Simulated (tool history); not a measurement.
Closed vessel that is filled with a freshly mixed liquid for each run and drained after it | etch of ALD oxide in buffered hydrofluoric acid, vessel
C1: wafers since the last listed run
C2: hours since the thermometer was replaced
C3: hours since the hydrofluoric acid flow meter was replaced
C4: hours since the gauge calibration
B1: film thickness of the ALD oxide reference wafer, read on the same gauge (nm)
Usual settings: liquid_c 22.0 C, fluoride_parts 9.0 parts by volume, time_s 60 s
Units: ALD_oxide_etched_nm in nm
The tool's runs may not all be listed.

run 1 day=0.000 | liquid_c=22.0 fluoride_parts=9.0 time_s=60 | C1=0 C2=1349.4 C3=1093.7 C4=865.0 | B1=50.00 | ALD_oxide_etched_nm=161.64
run 2 day=1.433 | liquid_c=22.0 fluoride_parts=9.0 time_s=60 | C1=3756 C2=1383.8 C3=1128.1 C4=899.4 | B1=50.01 | ALD_oxide_etched_nm=160.46
run 3 day=3.042 | liquid_c=22.0 fluoride_parts=9.0 time_s=60 | C1=4215 C2=1422.4 C3=1166.7 C4=938.0 | B1=50.02 | ALD_oxide_etched_nm=160.22
run 4 day=5.112 | liquid_c=22.0 fluoride_parts=9.0 time_s=60 | C1=5427 C2=1472.1 C3=1216.4 C4=987.7 | B1=50.00 | ALD_oxide_etched_nm=160.53
run 5 day=6.388 | liquid_c=22.0 fluoride_parts=9.0 time_s=60 | C1=3341 C2=1502.7 C3=1247.0 C4=1018.3 | B1=50.02 | ALD_oxide_etched_nm=159.62
run 6 day=7.458 | liquid_c=22.0 fluoride_parts=9.0 time_s=60 | C1=2806 C2=1528.4 C3=1272.7 C4=1044.0 | B1=50.02 | ALD_oxide_etched_nm=160.48
run 7 day=8.821 | liquid_c=22.0 fluoride_parts=7.0 time_s=60 | C1=3571 C2=1561.1 C3=1305.4 C4=1076.7 | B1=50.00 | ALD_oxide_etched_nm=210.15
run 8 day=11.338 | liquid_c=22.0 fluoride_parts=7.0 time_s=60 | C1=6596 C2=1621.5 C3=1365.8 C4=1137.1 | B1=50.00 | ALD_oxide_etched_nm=209.45
run 9 day=12.512 | liquid_c=22.0 fluoride_parts=9.0 time_s=60 | C1=3079 C2=1649.7 C3=1394.0 C4=1165.3 | B1=50.01 | ALD_oxide_etched_nm=159.68
run 10 day=17.129 | liquid_c=22.0 fluoride_parts=9.0 time_s=60 | C1=12100 C2=1760.5 C3=1504.8 C4=1276.1 | B1=49.99 | ALD_oxide_etched_nm=158.64
run 11 day=18.883 | liquid_c=22.0 fluoride_parts=9.0 time_s=60 | C1=4597 C2=1802.6 C3=1546.9 C4=1318.2 | B1=50.00 | ALD_oxide_etched_nm=158.28
run 12 day=21.346 | liquid_c=22.0 fluoride_parts=8.0 time_s=60 | C1=6454 C2=1861.7 C3=1606.0 C4=1377.3 | B1=49.99 | ALD_oxide_etched_nm=180.20
-- day=21.625 gauge calibrated
run 13 day=22.550 | liquid_c=22.0 fluoride_parts=8.0 time_s=60 | C1=3156 C2=1890.6 C3=1634.9 C4=22.2 | B1=50.01 | ALD_oxide_etched_nm=179.89
-- day=23.400 thermometer replaced
run 14 day=23.754 | liquid_c=22.0 fluoride_parts=8.0 time_s=60 | C1=3046 C2=8.5 C3=1663.8 C4=51.1 | B1=49.99 | ALD_oxide_etched_nm=191.80
-- day=25.542 hydrofluoric acid flow meter replaced
run 15 day=26.058 | liquid_c=22.0 fluoride_parts=9.0 time_s=60 | C1=5929 C2=63.8 C3=12.4 C4=106.4 | B1=49.99 | ALD_oxide_etched_nm=167.67
run 16 day=28.054 | liquid_c=25.0 fluoride_parts=9.0 time_s=60 | C1=5231 C2=111.7 C3=60.3 C4=154.3 | B1=49.99 | ALD_oxide_etched_nm=198.20
run 17 day=30.900 | liquid_c=20.5 fluoride_parts=11.0 time_s=60 | C1=7458 C2=180.0 C3=128.6 C4=222.6 | B1=49.99 | ALD_oxide_etched_nm=131.61
run 18 day=32.229 | liquid_c=22.0 fluoride_parts=9.0 time_s=60 | C1=3483 C2=211.9 C3=160.5 C4=254.5 | B1=50.01 | ALD_oxide_etched_nm=167.07
run 19 day=33.525 | liquid_c=22.0 fluoride_parts=7.0 time_s=30 | C1=3396 C2=243.0 C3=191.6 C4=285.6 | B1=50.02 | ALD_oxide_etched_nm=109.87
run 20 day=36.254 | liquid_c=24.0 fluoride_parts=12.0 time_s=35 | C1=7153 C2=308.5 C3=257.1 C4=351.1 | B1=50.01 | ALD_oxide_etched_nm=85.00
run 21 day=39.400 | liquid_c=22.0 fluoride_parts=9.0 time_s=60 | C1=8245 C2=384.0 C3=332.6 C4=426.6 | B1=50.00 | ALD_oxide_etched_nm=166.10
run 22 day=40.692 | liquid_c=22.0 fluoride_parts=8.0 time_s=60 | C1=3385 C2=415.0 C3=363.6 C4=457.6 | B1=50.02 | ALD_oxide_etched_nm=189.61
run 23 day=43.288 | liquid_c=25.0 fluoride_parts=10.5 time_s=45 | C1=6803 C2=477.3 C3=425.9 C4=519.9 | B1=50.00 | ALD_oxide_etched_nm=131.32
run 24 day=44.479 | liquid_c=24.5 fluoride_parts=9.0 time_s=35 | C1=3123 C2=505.9 C3=454.5 C4=548.5 | B1=49.99 | ALD_oxide_etched_nm=110.79
run 25 day=47.329 | liquid_c=26.0 fluoride_parts=9.0 time_s=60 | C1=7469 C2=574.3 C3=522.9 C4=616.9 | B1=49.99 | ALD_oxide_etched_nm=205.32
run 26 day=49.279 | liquid_c=22.0 fluoride_parts=9.0 time_s=75 | C1=5110 C2=621.1 C3=569.7 C4=663.7 | B1=50.01 | ALD_oxide_etched_nm=206.17
run 27 day=50.796 | liquid_c=20.5 fluoride_parts=12.0 time_s=40 | C1=3975 C2=657.5 C3=606.1 C4=700.1 | B1=50.01 | ALD_oxide_etched_nm=79.28
run 28 day=52.483 | liquid_c=22.0 fluoride_parts=9.0 time_s=60 | C1=4422 C2=698.0 C3=646.6 C4=740.6 | B1=49.99 | ALD_oxide_etched_nm=164.48
run 29 day=54.300 | liquid_c=25.5 fluoride_parts=10.0 time_s=60 | C1=4761 C2=741.6 C3=690.2 C4=784.2 | B1=49.96 | ALD_oxide_etched_nm=186.97
run 30 day=56.633 | liquid_c=23.5 fluoride_parts=12.5 time_s=45 | C1=6115 C2=797.6 C3=746.2 C4=840.2 | B1=50.02 | ALD_oxide_etched_nm=100.60
run 31 day=59.467 | liquid_c=26.0 fluoride_parts=8.0 time_s=30 | C1=7426 C2=865.6 C3=814.2 C4=908.2 | B1=49.99 | ALD_oxide_etched_nm=115.55

3 ways to go on from here, each from the tool as it stands after run 31. What would each give?
run A day=59.496 | liquid_c=20.5 fluoride_parts=9.0 time_s=60 | C1=76 C2=866.3 C3=814.9 C4=908.9 | B1=? | ALD_oxide_etched_nm=?
run B day=59.496 | liquid_c=18.0 fluoride_parts=10.5 time_s=30 | C1=76 C2=866.3 C3=814.9 C4=908.9 | B1=? | ALD_oxide_etched_nm=?
run C day=59.496 | liquid_c=20.5 fluoride_parts=6.5 time_s=60 | C1=76 C2=866.3 C3=814.9 C4=908.9 | B1=? | ALD_oxide_etched_nm=?

run=A B1=50.02 ALD_oxide_etched_nm=150.53
run=B B1=50.02 ALD_oxide_etched_nm=58.32
run=C B1=50.02 ALD_oxide_etched_nm=210.76
Without the tool's hidden state the same runs would have given:
run=A ALD_oxide_etched_nm=155.14
run=B ALD_oxide_etched_nm=60.14
run=C ALD_oxide_etched_nm=217.21
